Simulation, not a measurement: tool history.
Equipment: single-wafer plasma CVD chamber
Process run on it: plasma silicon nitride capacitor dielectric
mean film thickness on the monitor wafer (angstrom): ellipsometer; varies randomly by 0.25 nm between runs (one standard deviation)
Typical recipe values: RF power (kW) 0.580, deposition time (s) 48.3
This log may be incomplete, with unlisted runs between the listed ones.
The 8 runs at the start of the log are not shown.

run     day  RF power (kW)  deposition time (s)  read-back reference wafer on the same gauge, thickness_nm  mean film thickness on the monitor wafer (angstrom)
  9  25.838          0.580                 52.9                                                     77.696                                               832.54
 10  28.054          0.580                 52.9                                                     77.649                                               830.74
 11  31.254          0.580                 52.9                                                     77.835                                               832.63
 12  35.021          0.580                 50.3                                                     77.839                                               789.15
 13  38.188          0.580                 50.3                                                     77.897                                               790.40
     39.858  -- RF generator calibrated
 14  42.596          0.580                 50.2                                                     77.813                                               778.85
 15  46.933          0.580                 50.2                                                     77.808                                               772.38
 16  49.971          0.580                 50.2                                                     77.638                                               773.83
 17  53.304          0.580                 48.3                                                     77.715                                               745.10
 18  54.996          0.500                 48.3                                                     77.771                                               721.83
 19  58.479          0.580                 44.5                                                     77.796                                               686.24
 20  60.833          0.580                 48.3                                                     77.816                                               744.24

What will run 21 give?
     63.554  -- RF generator calibrated, repeated, since the last time left the tool worse
 21  63.575          0.580                 48.3                                                          ?                                                    ?

read-back reference wafer on the same gauge, thickness_nm: 77.854
mean film thickness on the monitor wafer (angstrom): 768.33
Had the tool carried no hidden state, the very same run would have given mean film thickness on the monitor wafer (angstrom) 768.64.

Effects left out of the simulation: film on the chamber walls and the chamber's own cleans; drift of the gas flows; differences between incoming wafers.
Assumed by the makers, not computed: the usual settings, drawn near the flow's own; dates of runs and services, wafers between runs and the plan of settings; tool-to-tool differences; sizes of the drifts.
